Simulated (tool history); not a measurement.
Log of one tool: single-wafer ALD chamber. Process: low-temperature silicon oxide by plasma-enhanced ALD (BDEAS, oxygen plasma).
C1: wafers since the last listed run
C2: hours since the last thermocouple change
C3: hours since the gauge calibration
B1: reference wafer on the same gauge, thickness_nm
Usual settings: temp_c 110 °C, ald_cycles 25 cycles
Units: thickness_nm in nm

Run 1, hour 0.0: usual settings; C1 0; C2 183.7; C3 211.4; B1 3.531. Result: thickness_nm 3.783 nm.
Run 2, hour 63.2: usual settings but temp_c 103 °C; C1 400; C2 246.9; C3 274.6; B1 3.531. Result: thickness_nm 3.811 nm.
Run 3, hour 89.1: usual settings but temp_c 103 °C; C1 164; C2 272.8; C3 300.5; B1 3.529. Result: thickness_nm 3.814 nm.
Run 4, hour 155.7: usual settings but temp_c 103 °C; C1 421; C2 339.4; C3 367.1; B1 3.529. Result: thickness_nm 3.816 nm.
Run 5, hour 181.0: usual settings; C1 160; C2 364.7; C3 392.4; B1 3.531. Result: thickness_nm 3.762 nm.
Run 6, hour 233.8: usual settings; C1 334; C2 417.5; C3 445.2; B1 3.529. Result: thickness_nm 3.758 nm.
Run 7, hour 299.0: usual settings; C1 413; C2 482.7; C3 510.4; B1 3.531. Result: thickness_nm 3.758 nm.
Run 8, hour 328.5: usual settings; C1 186; C2 512.2; C3 539.9; B1 3.530. Result: thickness_nm 3.772 nm.
Run 9, hour 386.8: usual settings; C1 369; C2 570.5; C3 598.2; B1 3.531. Result: thickness_nm 3.748 nm.
Run 10, hour 447.4: usual settings; C1 383; C2 631.1; C3 658.8; B1 3.528. Result: thickness_nm 3.775 nm.
Run 11, hour 517.3: usual settings; C1 442; C2 701.0; C3 728.7; B1 3.528. Result: thickness_nm 3.754 nm.
Run 12, hour 666.4: usual settings; C1 944; C2 850.1; C3 877.8; B1 3.531. Result: thickness_nm 3.768 nm.
Run 13, hour 719.5: usual settings; C1 336; C2 903.2; C3 930.9; B1 3.530. Result: thickness_nm 3.728 nm.
Run 14, hour 787.1: usual settings; C1 428; C2 970.8; C3 998.5; B1 3.530. Result: thickness_nm 3.759 nm.
Run 15, hour 844.5: usual settings; C1 363; C2 1028.2; C3 1055.9; B1 3.530. Result: thickness_nm 3.752 nm.
Run 16, hour 890.6: usual settings; C1 292; C2 1074.3; C3 1102.0; B1 3.529. Result: thickness_nm 3.741 nm.
Run 17, hour 961.3: usual settings; C1 447; C2 1145.0; C3 1172.7; B1 3.531. Result: thickness_nm 3.754 nm.
Run 18, hour 1027.4: usual settings; C1 418; C2 1211.1; C3 1238.8; B1 3.529. Result: thickness_nm 3.748 nm.
Run 19, hour 1098.0: usual settings; C1 447; C2 1281.7; C3 1309.4; B1 3.532. Result: thickness_nm 3.753 nm.
Run 20, hour 1129.5: usual settings but ald_cycles 28 cycles; C1 199; C2 1313.2; C3 1340.9; B1 3.531. Result: thickness_nm 4.193 nm.
Run 21, hour 1167.9: usual settings; C1 243; C2 1351.6; C3 1379.3; B1 3.531. Result: thickness_nm 3.749 nm.
Run 22, hour 1220.3: usual settings but ald_cycles 21 cycles; C1 331; C2 1404.0; C3 1431.7; B1 3.530. Result: thickness_nm 3.147 nm.
Run 23, hour 1270.0: usual settings but temp_c 96 °C, ald_cycles 28 cycles; C1 314; C2 1453.7; C3 1481.4; B1 3.531. Result: thickness_nm 4.294 nm.
Run 24, hour 1335.4: usual settings; C1 414; C2 1519.1; C3 1546.8; B1 3.530. Result: thickness_nm 3.749 nm.
Run 25, hour 1365.4: usual settings; C1 190; C2 1549.1; C3 1576.8; B1 3.530. Result: thickness_nm 3.740 nm.
Run 26, hour 1435.9: usual settings but temp_c 105 °C, ald_cycles 20 cycles; C1 446; C2 1619.6; C3 1647.3; B1 3.530. Result: thickness_nm 3.025 nm.
Run 27, hour 1486.6: usual settings but temp_c 104 °C; C1 321; C2 1670.3; C3 1698.0; B1 3.527. Result: thickness_nm 3.775 nm.
Run 28, hour 1522.5: usual settings but temp_c 116 °C, ald_cycles 27 cycles; C1 227; C2 1706.2; C3 1733.9; B1 3.531. Result: thickness_nm 3.997 nm.
At hour 1540.3: gauge calibrated.
At hour 1543.4: thermocouple changed; heater temperature recalibrated.
Run 29, hour 1579.5: usual settings but temp_c 118 °C, ald_cycles 26 cycles; C1 310; C2 36.1; C3 39.2; B1 3.533. Result: thickness_nm 3.882 nm.
Run 30, hour 1634.8: usual settings but temp_c 100 °C, ald_cycles 23 cycles; C1 350; C2 91.4; C3 94.5; B1 3.530. Result: thickness_nm 3.540 nm.
Run 31, hour 1721.2: usual settings but temp_c 120 °C; C1 547; C2 177.8; C3 180.9; B1 3.529. Result: thickness_nm 3.738 nm.
Run 32, hour 1755.1: usual settings; C1 214; C2 211.7; C3 214.8; B1 3.530. Result: thickness_nm 3.777 nm.
Run 33, hour 1800.6: usual settings but ald_cycles 30 cycles; C1 288; C2 257.2; C3 260.3; B1 3.531. Result: thickness_nm 4.527 nm.
Run 34, hour 1857.4: usual settings but temp_c 123 °C, ald_cycles 29 cycles; C1 359; C2 314.0; C3 317.1; B1 3.532. Result: thickness_nm 4.277 nm.
Run 35, hour 1891.9: usual settings but temp_c 101 °C, ald_cycles 21 cycles; C1 218; C2 348.5; C3 351.6; B1 3.531. Result: thickness_nm 3.220 nm.
Run 36, hour 1923.1: usual settings; C1 197; C2 379.7; C3 382.8; B1 3.530. Result: thickness_nm 3.777 nm.
Run 37, hour 1992.2: usual settings but temp_c 122 °C, ald_cycles 30 cycles; C1 437; C2 448.8; C3 451.9; B1 3.532. Result: thickness_nm 4.445 nm.
Run 38, hour 2018.0: usual settings but temp_c 98 °C, ald_cycles 28 cycles; C1 163; C2 474.6; C3 477.7; B1 3.531. Result: thickness_nm 4.294 nm.

Some steps in thickness_nm between neighbouring runs. How much of each would the tool show without its hidden state too (settings, what came in, random variation), and how much is left for the hidden state, with any gauge scatter that isn't in both results?
The hidden state here: wafer temperature above the value expected at the setpoint (K); gauge reads high (%).
Run 22 -> 23: temp_c 110 -> 96, ald_cycles 21 -> 28. thickness_nm +1.147 nm: hidden state -0.029, all else +1.176.
Run 23 -> 24: temp_c 96 -> 110, ald_cycles 28 -> 25. thickness_nm -0.545 nm: hidden state +0.022, all else -0.567.
Run 26 -> 27: temp_c 105 -> 104, ald_cycles 20 -> 25. thickness_nm +0.750 nm: hidden state -0.008, all else +0.758.
Run 28 -> 29: temp_c 116 -> 118, ald_cycles 27 -> 26, gauge calibrated, thermocouple changed; heater temperature recalibrated. thickness_nm -0.115 nm: hidden state +0.042, all else -0.157.
Run 34 -> 35: temp_c 123 -> 101, ald_cycles 29 -> 21. thickness_nm -1.057 nm: hidden state +0.004, all else -1.061.
